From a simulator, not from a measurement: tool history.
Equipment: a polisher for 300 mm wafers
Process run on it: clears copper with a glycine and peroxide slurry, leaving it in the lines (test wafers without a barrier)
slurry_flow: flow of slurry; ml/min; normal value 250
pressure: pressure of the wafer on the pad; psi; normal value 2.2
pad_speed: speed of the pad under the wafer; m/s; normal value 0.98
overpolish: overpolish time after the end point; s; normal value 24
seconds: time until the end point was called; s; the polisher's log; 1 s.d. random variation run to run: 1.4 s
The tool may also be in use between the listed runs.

run	hour	slurry_flow	pressure	pad_speed	overpolish	wafers since the last listed run	wafers polished on this pad	hours since the slurry nozzle was cleaned	hours since the head pressure was calibrated	incoming thickness of the incoming film, nm	seconds
1	0	250	2.2	0.84	24	0	2199	243.1	869.8	678.5	192.3
2	62.6	250	2.2	0.98	24	384	2583	305.7	932.4	679.1	178.5
# hour 74.5: head pressure recalibrated
# hour 108.9: worn pad replaced by a new one, of another model than before
3	109.5	250	2.2	0.98	24	251	3	352.6	35	671.2	156.5
4	145.8	250	2.2	0.98	18	222	226	388.9	71.3	681.9	164.6
5	176.6	250	2.2	0.98	24	189	415	419.7	102.1	678.5	164.7
6	226.3	185	2.2	1.22	24	305	720	469.4	151.8	673.2	163.3
7	291.3	185	2.2	1.22	24	399	1119	534.4	216.8	673.2	162.9
8	327.2	250	2.2	0.98	24	220	1340	570.3	252.7	676.4	169.9
9	377.4	250	2.2	0.98	24	308	1648	620.5	302.9	664.9	168.4
10	426.3	250	2.2	0.98	24	300	1948	669.4	351.8	688.1	176.2
# hour 469.8: slurry nozzle cleaned
11	481.8	205	1.4	1.1	16	334	2283	12	407.3	686.1	207.1
12	512.3	250	1.6	0.98	29	187	2470	42.5	437.8	686.9	204.1
13	558.1	250	2.6	1.24	24	281	2751	88.3	483.6	681.4	144.8
# hour 586.1: worn pad replaced by a new one
14	597.7	215	2.2	0.98	15	218	71	127.9	523.2	678.3	164.3
15	666.1	250	2.7	0.98	28	419	491	196.3	591.6	678.7	153.2
16	699.6	250	2.2	0.98	24	205	696	229.8	625.1	666	166.8
17	736.9	250	1.5	0.68	29	229	925	267.1	662.4	677.4	226.1
18	763.4	250	1.8	0.7	24	162	1088	293.6	688.9	685.1	215
19	791.1	250	2.2	0.98	24	170	1258	321.3	716.6	664.5	168.8
20	820.6	250	2.2	1.14	36	181	1439	350.8	746.1	672.6	159.3
21	888.6	180	1.9	0.98	24	417	1857	418.8	814.1	674.5	202.1
# hour 921.1: head pressure recalibrated
22	927.5	160	2.9	0.98	24	226	2083	457.7	6.4	681.5	179
23	1093.1	250	1.5	0.68	29	1016	3100	623.3	172	667.9	233.2
# hour 1121.9: worn pad replaced by a new one
24	1126	250	2.2	0.68	24	177	24	656.2	204.9	679.3	186.9
25	1170.5	330	2.2	0.98	34	273	298	700.7	249.4	673.8	155.1
26	1225.3	250	2.2	0.98	24	336	634	755.5	304.2	669.6	164.9
# hour 1279: slurry nozzle cleaned
27	1281.2	250	2.2	0.98	24	337	971	2.2	360.1	669.1	167.9
28	1340.6	185	2.2	0.98	24	364	1336	61.6	419.5	679	187.3
29	1376	250	2.2	0.98	24	217	1553	97	454.9	671	172
30	1427.1	195	1.5	0.72	19	313	1867	148.1	506	667.6	237.8
31	1479.4	210	2.2	0.78	18	321	2188	200.4	558.3	676.5	201.3
# hour 1593.4: worn pad replaced by a new one
32	1677	195	2.2	0.86	24	1188	513	398	755.9	667.8	184.6
33	1707.5	300	2.2	0.98	24	187	700	428.5	786.4	669.9	160.1

Across each entry between runs, compare the hidden state at the last listed run before it with the hidden state at the first listed run after it:
From run 2 to run 3: head pressure recalibrated (hour 74.5); worn pad replaced by a new one, of another model than before (hour 108.9)
  removal rate lost through wear of the pad, %: 10.5 -> 0.172
  measured less the result without the state, seconds: +18.7 -> +0.3 s
From run 10 to run 11: slurry nozzle cleaned (hour 469.8)
  removal rate lost through wear of the pad, %: 9.06 -> 9.51
  measured less the result without the state, seconds: +16 -> +19.7 s
From run 13 to run 14: worn pad replaced by a new one (hour 586.1)
  removal rate lost through wear of the pad, %: 9.94 -> 2.11
  measured less the result without the state, seconds: +14.4 -> +3.5 s
From run 21 to run 22: head pressure recalibrated (hour 921.1)
  removal rate lost through wear of the pad, %: 10.2 -> 10.6
  measured less the result without the state, seconds: +20.6 -> +18.9 s
From run 23 to run 24: worn pad replaced by a new one (hour 1121.9)
  removal rate lost through wear of the pad, %: 11.4 -> 1.52
  measured less the result without the state, seconds: +26.7 -> +2.8 s
From run 26 to run 27: slurry nozzle cleaned (hour 1279)
  removal rate lost through wear of the pad, %: 6.07 -> 7.68
  measured less the result without the state, seconds: +10 -> +12.9 s
From run 31 to run 32: worn pad replaced by a new one (hour 1593.4)
  removal rate lost through wear of the pad, %: 10.5 -> 4.5
  measured less the result without the state, seconds: +21.2 -> +8.3 s
